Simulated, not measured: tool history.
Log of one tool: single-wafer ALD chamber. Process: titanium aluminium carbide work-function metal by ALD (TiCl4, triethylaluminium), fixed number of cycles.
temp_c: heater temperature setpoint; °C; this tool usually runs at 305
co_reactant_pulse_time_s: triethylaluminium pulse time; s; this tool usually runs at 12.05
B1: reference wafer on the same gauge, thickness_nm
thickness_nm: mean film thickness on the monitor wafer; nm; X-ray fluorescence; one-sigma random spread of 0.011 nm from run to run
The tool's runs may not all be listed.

{"run": 1, "day": 0.0, "temp_c": 305, "co_reactant_pulse_time_s": 12.05, "B1": 2.219, "thickness_nm": 2.024}
{"day": 0.667, "done": "gauge calibrated"}
{"run": 2, "day": 2.117, "temp_c": 305, "co_reactant_pulse_time_s": 12.05, "B1": 2.218, "thickness_nm": 2.016}
{"run": 3, "day": 3.758, "temp_c": 302, "co_reactant_pulse_time_s": 12.05, "B1": 2.217, "thickness_nm": 1.993}
{"run": 4, "day": 6.975, "temp_c": 302, "co_reactant_pulse_time_s": 12.05, "B1": 2.221, "thickness_nm": 1.994}
{"run": 5, "day": 8.988, "temp_c": 302, "co_reactant_pulse_time_s": 12.05, "B1": 2.221, "thickness_nm": 2.008}
{"run": 6, "day": 13.283, "temp_c": 295, "co_reactant_pulse_time_s": 12.05, "B1": 2.217, "thickness_nm": 1.953}
{"run": 7, "day": 17.529, "temp_c": 295, "co_reactant_pulse_time_s": 12.05, "B1": 2.222, "thickness_nm": 1.942}
{"run": 8, "day": 19.333, "temp_c": 295, "co_reactant_pulse_time_s": 12.05, "B1": 2.219, "thickness_nm": 1.939}
{"day": 21.775, "done": "triethylaluminium bottle replaced"}
{"run": 9, "day": 22.092, "temp_c": 316, "co_reactant_pulse_time_s": 12.05, "B1": 2.218, "thickness_nm": 2.142}
{"run": 10, "day": 25.971, "temp_c": 316, "co_reactant_pulse_time_s": 12.05, "B1": 2.22, "thickness_nm": 2.16}
{"run": 11, "day": 27.858, "temp_c": 319, "co_reactant_pulse_time_s": 12.05, "B1": 2.22, "thickness_nm": 2.189}
{"run": 12, "day": 31.775, "temp_c": 316, "co_reactant_pulse_time_s": 16.25, "B1": 2.219, "thickness_nm": 2.171}
{"run": 13, "day": 33.546, "temp_c": 293, "co_reactant_pulse_time_s": 9.08, "B1": 2.225, "thickness_nm": 1.87}
{"run": 14, "day": 35.621, "temp_c": 305, "co_reactant_pulse_time_s": 12.05, "B1": 2.219, "thickness_nm": 2.048}
{"run": 15, "day": 37.675, "temp_c": 305, "co_reactant_pulse_time_s": 12.05, "B1": 2.22, "thickness_nm": 2.035}
{"run": 16, "day": 39.383, "temp_c": 299, "co_reactant_pulse_time_s": 12.05, "B1": 2.22, "thickness_nm": 2.003}
{"day": 40.35, "done": "showerhead replaced"}
{"day": 42.112, "done": "thermocouple changed; heater temperature recalibrated"}
{"run": 17, "day": 43.696, "temp_c": 316, "co_reactant_pulse_time_s": 13.52, "B1": 2.222, "thickness_nm": 2.153}
{"day": 46.638, "done": "gauge calibrated"}
{"run": 18, "day": 55.246, "temp_c": 305, "co_reactant_pulse_time_s": 12.05, "B1": 2.219, "thickness_nm": 2.009}
{"run": 19, "day": 56.788, "temp_c": 317, "co_reactant_pulse_time_s": 16.71, "B1": 2.218, "thickness_nm": 2.156}
{"run": 20, "day": 60.792, "temp_c": 305, "co_reactant_pulse_time_s": 14.63, "B1": 2.22, "thickness_nm": 2.023}

Table of differences, measured result less the result of that run with no hidden state. Run-to-run variation is the same in both. Gauge scatter possibly is not:
The hidden state here: wafer temperature above the value expected at the setpoint (K); triethylaluminium dose above that of a fresh bottle (%); gauge reads high (%).
run=1 thickness_nm=+0.008
run=2 thickness_nm=+0.010
run=3 thickness_nm=+0.011
run=4 thickness_nm=+0.013
run=5 thickness_nm=+0.015
run=6 thickness_nm=+0.019
run=7 thickness_nm=+0.022
run=8 thickness_nm=+0.024
run=9 thickness_nm=+0.028
run=10 thickness_nm=+0.033
run=11 thickness_nm=+0.035
run=12 thickness_nm=+0.041
run=13 thickness_nm=+0.042
run=14 thickness_nm=+0.046
run=15 thickness_nm=+0.049
run=16 thickness_nm=+0.052
run=17 thickness_nm=+0.003
run=18 thickness_nm=+0.004
run=19 thickness_nm=+0.006
run=20 thickness_nm=+0.007
